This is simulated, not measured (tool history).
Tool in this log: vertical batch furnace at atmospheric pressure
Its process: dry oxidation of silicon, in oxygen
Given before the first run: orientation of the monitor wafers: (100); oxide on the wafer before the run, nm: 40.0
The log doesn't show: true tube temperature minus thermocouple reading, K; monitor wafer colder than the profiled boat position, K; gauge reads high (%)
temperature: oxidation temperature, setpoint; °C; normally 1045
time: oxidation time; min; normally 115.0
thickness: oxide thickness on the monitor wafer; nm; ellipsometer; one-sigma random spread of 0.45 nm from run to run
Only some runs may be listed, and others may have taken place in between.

run      day  temperature   time  wafers since the last listed run  hours since the last temperature calibration  hours since the boat lift was adjusted  hours since the gauge calibration  read-back reference wafer on the same gauge, thickness  thickness
  1    0.000         1045  115.0                                 0                                        2065.9                                  2543.7                             2085.3                                                  113.01     136.01
  2    2.967         1045  138.0                               402                                        2137.1                                  2614.9                             2156.5                                                  113.00     150.81
  3    4.767         1045  138.0                               244                                        2180.3                                  2658.1                             2199.7                                                  112.94     150.86
  4    7.108         1045  138.0                               317                                        2236.5                                  2714.3                             2255.9                                                  112.97     151.09
  5    9.583         1045  115.0                               335                                        2295.9                                  2773.7                             2315.3                                                  112.97     136.15
  6   11.929         1045  115.0                               318                                        2352.2                                  2830.0                             2371.6                                                  112.82     136.80
  7   15.896         1045  132.0                               537                                        2447.4                                  2925.2                             2466.8                                                  113.00     147.03
  8   18.017         1045  115.0                               287                                        2498.3                                  2976.1                             2517.7                                                  113.05     135.80
  9   20.371         1045  115.0                               319                                        2554.8                                  3032.6                             2574.2                                                  113.05     135.62
 10   23.842         1045  115.0                               470                                        2638.1                                  3115.9                             2657.5                                                  113.06     135.67
 11   26.433         1045  149.0                               351                                        2700.3                                  3178.1                             2719.7                                                  113.15     156.27
      30.121  -- gauge calibrated
 12   30.188         1045  149.0                               509                                        2790.4                                  3268.2                                1.6                                                  113.11     156.95
      33.742  -- thermocouples replaced and temperature profile calibrated
 13   33.762         1045  115.0                               349                                           0.5                                  3354.0                               87.4                                                  113.11     134.18
 14   34.625         1045  115.0                               116                                          21.2                                  3374.7                              108.1                                                  112.98     134.19
 15   36.708         1061   93.5                               282                                          71.2                                  3424.7                              158.1                                                  112.96     131.77
 16   38.717         1058  115.0                               272                                         119.4                                  3472.9                              206.3                                                  112.93     145.03
 17   42.600         1058  115.0                               526                                         212.6                                  3566.1                              299.5                                                  112.99     144.94
 18   46.583         1045  115.0                               540                                         308.2                                  3661.7                              395.1                                                  113.15     133.81
 19   48.412         1058  134.0                               248                                         352.1                                  3705.6                              439.0                                                  112.92     157.14
 20   52.788         1063  158.0                               593                                         457.1                                  3810.6                              544.0                                                  112.99     180.42
 21   56.221         1045  163.5                               465                                         539.5                                  3893.0                              626.4                                                  113.13     161.86
 22   57.979         1039   61.0                               238                                         581.7                                  3935.2                              668.6                                                  112.96      93.20
 23   60.375         1045  115.0                               324                                         639.2                                  3992.7                              726.1                                                  113.18     133.53
 24   62.112         1057  158.5                               235                                         680.9                                  4034.4                              767.8                                                  112.97     172.95
 25   64.238         1045  115.0                               288                                         731.9                                  4085.4                              818.8                                                  113.05     133.15
 26   68.696         1052  115.0                               604                                         838.9                                  4192.4                              925.8                                                  113.08     140.41
 27   71.029         1026  115.0                               316                                         894.9                                  4248.4                              981.8                                                  112.97     118.68
 28   74.108         1030  131.0                               417                                         968.8                                  4322.3                             1055.7                                                  112.98     129.93
 29   76.750         1035  115.0                               358                                        1032.2                                  4385.7                             1119.1                                                  112.97     125.15
      78.950  -- boat lift adjusted
 30   85.433         1045  115.0                              1041                                        1240.6                                   155.6                             1327.5                                                  112.99     136.11
 31   89.812         1045  155.5                               593                                        1345.7                                   260.7                             1432.6                                                  113.06     161.66
 32   94.054         1057   62.5                               575                                        1447.5                                   362.5                             1534.4                                                  113.10     106.36
 33   97.854         1045  144.0                               515                                        1538.7                                   453.7                             1625.6                                                  113.07     155.15
 34  101.742         1055  115.0                               527                                        1632.0                                   547.0                             1718.9                                                  113.10     146.40
 35  103.850         1061  145.0                               285                                        1682.6                                   597.6                             1769.5                                                  112.98     173.46
 36  105.504         1066  134.0                               224                                        1722.3                                   637.3                             1809.2                                                  113.18     171.20
 37  108.838         1045  115.0                               452                                        1802.3                                   717.3                             1889.2                                                  112.88     137.29
 38  112.638         1057  153.5                               515                                        1893.5                                   808.5                             1980.4                                                  112.93     173.55

List, for all runs, the conditions of the tool that the log does not record:
gauge reads high (%): 0 across all the runs
H1: true tube temperature minus thermocouple reading, K
H2: monitor wafer colder than the profiled boat position, K
run     H1     H2
  1   2.52   2.33
  2    2.6    2.4
  3   2.65   2.43
  4   2.71   2.48
  5   2.78   2.53
  6   2.84   2.58
  7   2.95   2.66
  8      3   2.71
  9   3.07   2.75
 10   3.16   2.83
 11   3.23   2.88
 12   3.33   2.96
 13   0.18   3.03
 14  0.203   3.05
 15  0.259   3.09
 16  0.313   3.13
 17  0.416   3.21
 18  0.523   3.29
 19  0.571   3.33
 20  0.688   3.42
 21   0.78   3.49
 22  0.827   3.53
 23  0.891   3.58
 24  0.937   3.61
 25  0.994   3.66
 26   1.11   3.75
 27   1.18    3.8
 28   1.26   3.86
 29   1.33   3.92
 30   1.56  0.579
 31   1.68  0.669
 32   1.79  0.757
 33   1.89  0.835
 34   1.99  0.915
 35   2.05  0.958
 36    2.1  0.992
 37   2.18   1.06
 38   2.29   1.14
